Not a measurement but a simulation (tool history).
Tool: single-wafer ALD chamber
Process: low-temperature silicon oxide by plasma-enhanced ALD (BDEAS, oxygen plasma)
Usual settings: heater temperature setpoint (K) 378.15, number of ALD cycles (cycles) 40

run,day,heater temperature setpoint (K),number of ALD cycles (cycles),wafers since the last listed run,hours since the last thermocouple change,hours since the gauge calibration,"read-back reference wafer on the same gauge, thickness_nm",mean film thickness on the monitor wafer (Å)
1,0,378.15,40,0,114,966.5,4.792,50.93
2,1.225,389.15,40,253,143.4,995.9,4.791,49.83
3,2.167,378.15,36,195,166,1018.5,4.792,45.93
4,2.696,378.15,36,109,178.7,1031.2,4.791,45.79
5,3.712,367.15,40,210,203.1,1055.6,4.791,51.96
6,4.7,378.15,44,204,226.8,1079.3,4.789,55.71
7,5.508,378.15,44,167,246.2,1098.7,4.791,55.87
8,6.817,369.15,43,271,277.6,1130.1,4.791,55.31
9,7.788,369.15,43,201,300.9,1153.4,4.79,55.48
10,8.846,378.15,40,219,326.3,1178.8,4.791,50.8
11,9.646,378.15,40,165,345.5,1198,4.79,50.61
12,10.333,368.15,40,142,362,1214.5,4.789,51.74
13,11.229,368.15,40,185,383.5,1236,4.793,51.66
14,12.192,378.15,40,199,406.6,1259.1,4.795,50.73
15,13.117,378.15,40,191,428.8,1281.3,4.79,50.43
16,13.942,378.15,40,171,448.6,1301.1,4.791,50.5
17,14.779,378.15,40,173,468.7,1321.2,4.786,50.48
18,15.629,378.15,40,176,489.1,1341.6,4.789,50.58
19,16.438,369.15,42,167,508.5,1361,4.787,53.97
# day 17.079: gauge calibrated
20,17.804,369.15,42,283,541.3,17.4,4.788,53.72
21,19.092,369.15,42,266,572.2,48.3,4.793,53.89
22,20.525,378.15,36,297,606.6,82.7,4.787,45.55
23,21.396,363.15,44,180,627.5,103.6,4.791,57.46
24,22.579,378.15,43,245,655.9,132,4.788,54.31
25,23.079,368.15,44,103,667.9,144,4.79,56.55
26,24.325,385.15,38,258,697.8,173.9,4.789,47.36
27,25.675,365.15,40,279,730.2,206.3,4.791,51.52
28,26.971,378.15,48,268,761.3,237.4,4.787,60.53
29,27.808,372.15,44,173,781.4,257.5,4.786,55.92
# day 30.033: thermocouple changed; heater temperature recalibrated
30,31.867,378.15,40,772,44,354.9,4.791,51.12
31,33.312,378.15,40,299,78.7,389.6,4.791,50.78
32,34.275,372.15,44,199,101.8,412.7,4.791,56.27
33,35.133,368.15,42,177,122.4,433.3,4.797,54.49
34,36.5,378.15,46,283,155.2,466.1,4.791,58.27
35,37.679,384.15,35,244,183.5,494.4,4.788,44
36,38.579,378.15,40,186,205.1,516,4.794,50.75
37,39.475,371.15,42,185,226.6,537.5,4.79,54.02
38,40.329,389.15,44,177,247.1,558,4.788,54.74
39,41.792,378.15,40,303,282.2,593.1,4.789,50.86
40,45.096,378.15,40,684,361.5,672.4,4.786,50.77
41,45.867,378.15,40,159,380,690.9,4.793,50.43
42,46.4,383.15,40,110,392.8,703.7,4.788,49.94
43,46.967,378.15,34,117,406.4,717.3,4.789,42.94

Predict each of these 5 candidate next runs independently; none follows another, all start after run 43:
A,46.988,378.15,40,4,406.9,717.8,?,?
B,46.988,366.15,47,4,406.9,717.8,?,?
C,46.988,389.15,36,4,406.9,717.8,?,?
D,46.988,367.15,33,4,406.9,717.8,?,?
E,46.988,366.15,35,4,406.9,717.8,?,?

run,"read-back reference wafer on the same gauge, thickness_nm",mean film thickness on the monitor wafer (Å)
A,4.791,50.66
B,4.791,61.04
C,4.791,44.78
D,4.791,42.73
E,4.791,45.46
With the hidden condition removed and each run's random variation left untouched, the same runs would have given:
run,mean film thickness on the monitor wafer (Å)
A,50.86
B,61.51
C,44.96
D,43.05
E,45.81
